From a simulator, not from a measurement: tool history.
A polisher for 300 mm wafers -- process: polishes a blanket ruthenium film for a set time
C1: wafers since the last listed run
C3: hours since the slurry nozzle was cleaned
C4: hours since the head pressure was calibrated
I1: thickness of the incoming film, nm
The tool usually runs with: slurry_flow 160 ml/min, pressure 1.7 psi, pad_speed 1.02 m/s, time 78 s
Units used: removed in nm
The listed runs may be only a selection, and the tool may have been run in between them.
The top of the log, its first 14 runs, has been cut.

At day 32.346: worn pad replaced by a new one.
Run 15, day 33.525: usual settings; C1 519; wafers polished on this pad 295; C3 290.7; C4 300.0; I1 274.2. Result: removed 61.9 nm.
At day 34.429: slurry nozzle cleaned.
Run 16, day 34.788: usual settings but pressure 1.1 psi; C1 306; wafers polished on this pad 602; C3 8.6; C4 330.3; I1 281.1. Result: removed 39.2 nm.
Run 17, day 36.250: usual settings but slurry_flow 135 ml/min, pad_speed 1.34 m/s, time 62 s; C1 367; wafers polished on this pad 969; C3 43.7; C4 365.4; I1 281.8. Result: removed 60.0 nm.
Run 18, day 37.950: usual settings but time 66 s; C1 426; wafers polished on this pad 1396; C3 84.5; C4 406.2; I1 275.8. Result: removed 52.2 nm.
Run 19, day 40.412: usual settings but pad_speed 0.76 m/s, time 93 s; C1 618; wafers polished on this pad 2014; C3 143.6; C4 465.3; I1 279.5. Result: removed 57.3 nm.
Run 20, day 41.900: usual settings but slurry_flow 140 ml/min, time 92 s; C1 373; wafers polished on this pad 2388; C3 179.3; C4 501.0; I1 280.2. Result: removed 71.4 nm.
Run 21, day 44.025: usual settings but slurry_flow 145 ml/min, pad_speed 1.18 m/s, time 59 s; C1 533; wafers polished on this pad 2921; C3 230.3; C4 552.0; I1 285.0. Result: removed 51.3 nm.
At day 45.433: worn pad replaced by a new one.
At day 45.533: head pressure recalibrated.
Run 22, day 45.804: usual settings but slurry_flow 140 ml/min, pressure 2.1 psi, pad_speed 0.68 m/s, time 99 s; C1 383; wafers polished on this pad 72; C3 273.0; C4 6.5; I1 284.4. Result: removed 67.0 nm.
At day 46.658: slurry nozzle cleaned.
Run 23, day 48.671: usual settings but slurry_flow 205 ml/min, pressure 1.3 psi, pad_speed 0.80 m/s, time 103 s; C1 709; wafers polished on this pad 781; C3 48.3; C4 75.3; I1 277.8. Result: removed 52.8 nm.
Run 24, day 50.208: usual settings but time 101 s; C1 386; wafers polished on this pad 1167; C3 85.2; C4 112.2; I1 285.5. Result: removed 80.1 nm.
Run 25, day 52.246: usual settings but slurry_flow 140 ml/min, time 92 s; C1 511; wafers polished on this pad 1678; C3 134.1; C4 161.1; I1 283.3. Result: removed 70.4 nm.
Run 26, day 53.754: usual settings but slurry_flow 200 ml/min, pad_speed 1.18 m/s; C1 378; wafers polished on this pad 2057; C3 170.3; C4 197.3; I1 280.4. Result: removed 72.0 nm.
Run 27, day 55.783: usual settings but pad_speed 0.86 m/s, time 68 s; C1 509; wafers polished on this pad 2567; C3 219.0; C4 246.0; I1 282.2. Result: removed 46.5 nm.
Run 28, day 57.317: usual settings but slurry_flow 175 ml/min; C1 384; wafers polished on this pad 2952; C3 255.8; C4 282.8; I1 275.8. Result: removed 61.4 nm.
At day 58.117: worn pad replaced by a new one.
At day 59.029: slurry nozzle cleaned.
Run 29, day 60.054: usual settings; C1 635; wafers polished on this pad 475; C3 24.6; C4 348.5; I1 278.5. Result: removed 61.2 nm.
Run 30, day 62.167: usual settings; C1 530; wafers polished on this pad 1005; C3 75.3; C4 399.2; I1 279.3. Result: removed 61.8 nm.
Run 31, day 64.433: usual settings but slurry_flow 140 ml/min, pressure 2.2 psi, pad_speed 0.82 m/s; C1 569; wafers polished on this pad 1574; C3 129.7; C4 453.6; I1 276.2. Result: removed 65.5 nm.

Below are 5 alternative next runs, each starting from the tool's condition after run 31. Predict each:
Run A, day 64.450: usual settings; C1 4; wafers polished on this pad 1579; C3 130.1; C4 454.0; I1 280.6. Result: removed ?.
Run B, day 64.450: usual settings but pressure 2.0 psi; C1 4; wafers polished on this pad 1579; C3 130.1; C4 454.0; I1 280.6. Result: removed ?.
Run C, day 64.450: usual settings but slurry_flow 205 ml/min; C1 4; wafers polished on this pad 1579; C3 130.1; C4 454.0; I1 280.6. Result: removed ?.
Run D, day 64.450: usual settings but pad_speed 0.86 m/s; C1 4; wafers polished on this pad 1579; C3 130.1; C4 454.0; I1 280.6. Result: removed ?.
Run E, day 64.450: usual settings but slurry_flow 130 ml/min, pad_speed 1.34 m/s, time 62 s; C1 4; wafers polished on this pad 1579; C3 130.1; C4 454.0; I1 280.6. Result: removed ?.

run  removed
  A     61.6
  B     72.5
  C     63.9
  D     53.7
  E     59.3
Without the tool's unlogged condition, the same runs would have read:
run  removed
  A     61.6
  B     72.5
  C     63.9
  D     53.7
  E     59.3

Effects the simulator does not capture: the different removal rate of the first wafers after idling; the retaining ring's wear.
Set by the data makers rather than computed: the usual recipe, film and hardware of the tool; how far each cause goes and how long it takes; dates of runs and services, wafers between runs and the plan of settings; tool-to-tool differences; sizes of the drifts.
